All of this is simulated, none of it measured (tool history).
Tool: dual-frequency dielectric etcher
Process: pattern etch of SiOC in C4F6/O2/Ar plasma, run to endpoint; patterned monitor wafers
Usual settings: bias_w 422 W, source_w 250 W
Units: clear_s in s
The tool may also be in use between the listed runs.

run    hour  bias_w  source_w  wafers since the last listed run  hours since the last wet clean  hours since the last bias power generator calibration  hours since the last source power generator calibration  hours since the last upper electrode change  incoming incoming film thickness, nm  clear_s
  1       0     422       250                                 0                           414.1                                                 1405.1                                                   3322.9                                       3567.8                                 34.13     14.7
  2    57.2     422       250                               843                           471.3                                                 1462.3                                                   3380.1                                         3625                                 34.44     14.9
  3   122.5     422       250                               962                           536.6                                                 1527.6                                                   3445.4                                       3690.3                                 34.39     14.8
      205.9  -- wet clean of the chamber
  4   206.4     422       250                               883                             0.5                                                 1611.5                                                   3529.3                                       3774.2                                 34.53     14.9
  5   226.1     422       250                               290                            20.2                                                 1631.2                                                     3549                                       3793.9                                 34.61     14.9
  6     402     422       250                              2593                           196.1                                                 1807.1                                                   3724.9                                       3969.8                                 34.61     14.8
  7     443     422       250                               604                           237.1                                                 1848.1                                                   3765.9                                       4010.8                                 34.58       15
  8   471.5     422       250                               420                           265.6                                                 1876.6                                                   3794.4                                       4039.3                                 34.71       15
  9   536.4     422       250                               956                           330.5                                                 1941.5                                                   3859.3                                       4104.2                                 34.54     14.9
 10     577     422       250                               598                           371.1                                                 1982.1                                                   3899.9                                       4144.8                                  34.5     14.9
 11   639.1     381       200                               915                           433.2                                                 2044.2                                                     3962                                       4206.9                                 34.44     15.8
      655.5  -- bias power generator calibrated
      657.9  -- source power generator calibrated
 12     692     500       210                               686                           486.1                                                   36.5                                                     34.1                                       4259.8                                 34.36     14.6
      740.7  -- upper electrode replaced
 13   751.9     472       280                               529                             546                                                   96.4                                                       94                                         11.2                                 34.74     14.1
      795.3  -- wet clean of the chamber
 14   813.5     376       230                               554                            18.2                                                    158                                                    155.6                                         72.8                                 34.55     15.4
 15   858.8     422       270                               667                            63.5                                                  203.3                                                    200.9                                        118.1                                  34.6     14.6
 16   918.7     490       310                               883                           123.4                                                  263.2                                                    260.8                                          178                                 34.19     13.4
 17   953.6     422       250                               514                           158.3                                                  298.1                                                    295.7                                        212.9                                 34.66     14.7
 18   989.8     422       220                               533                           194.5                                                  334.3                                                    331.9                                        249.1                                 34.25     15.1
 19  1052.1     422       250                               918                           256.8                                                  396.6                                                    394.2                                        311.4                                 34.67       15
 20  1114.6     422       250                               921                           319.3                                                  459.1                                                    456.7                                        373.9                                 34.65     15.1

5 ways to go on from here, each from the tool as it stands after run 20. What would each give?
  A  1115     368       250                                 5                           319.7                                                  459.5                                                    457.1                                        374.3                                 34.51        ?
  B  1115     337       270                                 5                           319.7                                                  459.5                                                    457.1                                        374.3                                 34.51        ?
  C  1115     496       220                                 5                           319.7                                                  459.5                                                    457.1                                        374.3                                 34.51        ?
  D  1115     354       190                                 5                           319.7                                                  459.5                                                    457.1                                        374.3                                 34.51        ?
  E  1115     422       210                                 5                           319.7                                                  459.5                                                    457.1                                        374.3                                 34.51        ?

run  clear_s
  A     15.3
  B     15.3
  C     14.6
  D     16.3
  E     15.4
Without the tool's hidden state the same runs would have given:
run  clear_s
  A     15.3
  B     15.3
  C     14.6
  D     16.3
  E     15.4

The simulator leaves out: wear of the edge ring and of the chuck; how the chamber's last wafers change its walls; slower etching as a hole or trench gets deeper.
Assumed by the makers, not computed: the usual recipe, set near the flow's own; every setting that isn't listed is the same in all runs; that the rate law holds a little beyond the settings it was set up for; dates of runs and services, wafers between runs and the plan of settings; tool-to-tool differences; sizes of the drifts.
